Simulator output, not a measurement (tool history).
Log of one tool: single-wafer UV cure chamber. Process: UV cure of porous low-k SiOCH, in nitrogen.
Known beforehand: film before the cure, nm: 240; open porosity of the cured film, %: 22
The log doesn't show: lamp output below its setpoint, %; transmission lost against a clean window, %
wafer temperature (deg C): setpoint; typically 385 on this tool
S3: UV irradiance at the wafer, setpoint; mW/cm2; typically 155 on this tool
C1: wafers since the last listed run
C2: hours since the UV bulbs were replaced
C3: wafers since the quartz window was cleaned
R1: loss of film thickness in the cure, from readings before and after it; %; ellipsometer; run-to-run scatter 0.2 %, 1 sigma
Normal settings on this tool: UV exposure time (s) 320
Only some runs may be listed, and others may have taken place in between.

{"run": 1, "hour": 0.0, "wafer temperature (deg C)": 385, "UV exposure time (s)": 320, "S3": 167, "C1": 0, "C2": 1192.6, "C3": 2144, "R1": 12.494}
{"run": 2, "hour": 52.4, "wafer temperature (deg C)": 385, "UV exposure time (s)": 320, "S3": 167, "C1": 532, "C2": 1245, "C3": 2677, "R1": 12.153}
{"run": 3, "hour": 100.2, "wafer temperature (deg C)": 385, "UV exposure time (s)": 320, "S3": 167, "C1": 485, "C2": 1292.8, "C3": 3163, "R1": 12.191}
{"run": 4, "hour": 153.8, "wafer temperature (deg C)": 385, "UV exposure time (s)": 320, "S3": 155, "C1": 544, "C2": 1346.4, "C3": 3707, "R1": 12.075}
{"run": 5, "hour": 214.7, "wafer temperature (deg C)": 375, "UV exposure time (s)": 320, "S3": 155, "C1": 618, "C2": 1407.3, "C3": 4326, "R1": 11.719}
{"hour": 224.8, "done": "quartz window cleaned"}
{"run": 6, "hour": 246.1, "wafer temperature (deg C)": 375, "UV exposure time (s)": 320, "S3": 155, "C1": 237, "C2": 1438.7, "C3": 216, "R1": 12.302}
{"run": 7, "hour": 279.1, "wafer temperature (deg C)": 375, "UV exposure time (s)": 320, "S3": 155, "C1": 335, "C2": 1471.7, "C3": 551, "R1": 12.236}
{"run": 8, "hour": 327.7, "wafer temperature (deg C)": 385, "UV exposure time (s)": 320, "S3": 155, "C1": 493, "C2": 1520.3, "C3": 1045, "R1": 11.688}
{"run": 9, "hour": 391.0, "wafer temperature (deg C)": 385, "UV exposure time (s)": 320, "S3": 155, "C1": 643, "C2": 1583.6, "C3": 1688, "R1": 11.647}
{"run": 10, "hour": 445.6, "wafer temperature (deg C)": 385, "UV exposure time (s)": 320, "S3": 155, "C1": 554, "C2": 1638.2, "C3": 2243, "R1": 11.576}
{"run": 11, "hour": 513.8, "wafer temperature (deg C)": 385, "UV exposure time (s)": 320, "S3": 155, "C1": 692, "C2": 1706.4, "C3": 2936, "R1": 11.447}
{"run": 12, "hour": 565.1, "wafer temperature (deg C)": 385, "UV exposure time (s)": 320, "S3": 155, "C1": 521, "C2": 1757.7, "C3": 3457, "R1": 11.193}
{"run": 13, "hour": 590.8, "wafer temperature (deg C)": 385, "UV exposure time (s)": 320, "S3": 133, "C1": 261, "C2": 1783.4, "C3": 3718, "R1": 10.813}
{"run": 14, "hour": 639.0, "wafer temperature (deg C)": 385, "UV exposure time (s)": 320, "S3": 155, "C1": 489, "C2": 1831.6, "C3": 4208, "R1": 11.169}
{"hour": 652.5, "done": "quartz window cleaned"}
{"run": 15, "hour": 668.2, "wafer temperature (deg C)": 385, "UV exposure time (s)": 320, "S3": 155, "C1": 215, "C2": 1860.8, "C3": 159, "R1": 11.963}
{"run": 16, "hour": 702.8, "wafer temperature (deg C)": 385, "UV exposure time (s)": 320, "S3": 155, "C1": 351, "C2": 1895.4, "C3": 510, "R1": 12.261}
{"run": 17, "hour": 729.9, "wafer temperature (deg C)": 385, "UV exposure time (s)": 320, "S3": 155, "C1": 275, "C2": 1922.5, "C3": 786, "R1": 11.566}
{"run": 18, "hour": 791.8, "wafer temperature (deg C)": 397, "UV exposure time (s)": 445, "S3": 192, "C1": 628, "C2": 1984.4, "C3": 1415, "R1": 13.862}
{"hour": 845.2, "done": "UV bulbs replaced"}
{"run": 19, "hour": 845.7, "wafer temperature (deg C)": 385, "UV exposure time (s)": 320, "S3": 155, "C1": 466, "C2": 0.5, "C3": 1881, "R1": 12.943}
{"run": 20, "hour": 874.4, "wafer temperature (deg C)": 385, "UV exposure time (s)": 230, "S3": 155, "C1": 291, "C2": 29.2, "C3": 2173, "R1": 11.495}
{"run": 21, "hour": 920.6, "wafer temperature (deg C)": 393, "UV exposure time (s)": 400, "S3": 138, "C1": 469, "C2": 75.4, "C3": 2642, "R1": 13.622}
{"run": 22, "hour": 967.9, "wafer temperature (deg C)": 372, "UV exposure time (s)": 205, "S3": 167, "C1": 480, "C2": 122.7, "C3": 3123, "R1": 11.213}
{"run": 23, "hour": 993.8, "wafer temperature (deg C)": 404, "UV exposure time (s)": 320, "S3": 136, "C1": 263, "C2": 148.6, "C3": 3386, "R1": 12.603}
{"run": 24, "hour": 1047.5, "wafer temperature (deg C)": 385, "UV exposure time (s)": 320, "S3": 155, "C1": 545, "C2": 202.3, "C3": 3932, "R1": 12.488}
{"hour": 1073.1, "done": "quartz window cleaned"}
{"run": 25, "hour": 1077.6, "wafer temperature (deg C)": 366, "UV exposure time (s)": 210, "S3": 128, "C1": 224, "C2": 232.4, "C3": 45, "R1": 10.367}
{"run": 26, "hour": 1248.7, "wafer temperature (deg C)": 385, "UV exposure time (s)": 215, "S3": 155, "C1": 1738, "C2": 403.5, "C3": 1783, "R1": 11.239}
{"run": 27, "hour": 1295.8, "wafer temperature (deg C)": 398, "UV exposure time (s)": 320, "S3": 185, "C1": 478, "C2": 450.6, "C3": 2262, "R1": 13.785}
{"run": 28, "hour": 1332.1, "wafer temperature (deg C)": 385, "UV exposure time (s)": 435, "S3": 155, "C1": 368, "C2": 486.9, "C3": 2631, "R1": 14.106}
{"run": 29, "hour": 1380.1, "wafer temperature (deg C)": 372, "UV exposure time (s)": 185, "S3": 176, "C1": 487, "C2": 534.9, "C3": 3118, "R1": 10.567}
{"run": 30, "hour": 1411.3, "wafer temperature (deg C)": 376, "UV exposure time (s)": 455, "S3": 175, "C1": 317, "C2": 566.1, "C3": 3435, "R1": 14.37}
{"run": 31, "hour": 1477.5, "wafer temperature (deg C)": 385, "UV exposure time (s)": 320, "S3": 155, "C1": 672, "C2": 632.3, "C3": 4108, "R1": 12.595}
{"hour": 1506.0, "done": "quartz window cleaned"}
{"run": 32, "hour": 1665.5, "wafer temperature (deg C)": 385, "UV exposure time (s)": 320, "S3": 117, "C1": 1828, "C2": 820.3, "C3": 1621, "R1": 11.207}
{"run": 33, "hour": 1766.8, "wafer temperature (deg C)": 377, "UV exposure time (s)": 245, "S3": 130, "C1": 1029, "C2": 921.6, "C3": 2650, "R1": 10.415}
{"hour": 1898.6, "done": "quartz window cleaned"}
{"run": 34, "hour": 1900.7, "wafer temperature (deg C)": 385, "UV exposure time (s)": 320, "S3": 155, "C1": 1279, "C2": 1055.5, "C3": 20, "R1": 13.277}

Below, some changes in R1 between adjacent runs. For each, the amount present without the hidden state too (settings, incoming material, random variation) and the amount remaining for the hidden state with gauge scatter not shared by both compared results:
Run 14 -> 15: quartz window cleaned. R1 +0.794 %: hidden state +1.071, all else -0.277.
Run 18 -> 19: wafer temperature (deg C) 397 -> 385, UV exposure time (s) 445 -> 320, S3 192 -> 155, UV bulbs replaced. R1 -0.919 %: hidden state +1.38, all else -2.299.
Run 24 -> 25: wafer temperature (deg C) 385 -> 366, UV exposure time (s) 320 -> 210, S3 155 -> 128, quartz window cleaned. R1 -2.121 %: hidden state +0.907, all else -3.028.
Run 28 -> 29: wafer temperature (deg C) 385 -> 372, UV exposure time (s) 435 -> 185, S3 155 -> 176. R1 -3.539 %: hidden state -0.009, all else -3.53.
Run 29 -> 30: wafer temperature (deg C) 372 -> 376, UV exposure time (s) 185 -> 455, S3 176 -> 175. R1 +3.803 %: hidden state -0.097, all else +3.9.
Run 33 -> 34: wafer temperature (deg C) 377 -> 385, UV exposure time (s) 245 -> 320, S3 130 -> 155, quartz window cleaned. R1 +2.862 %: hidden state +0.653, all else +2.209.
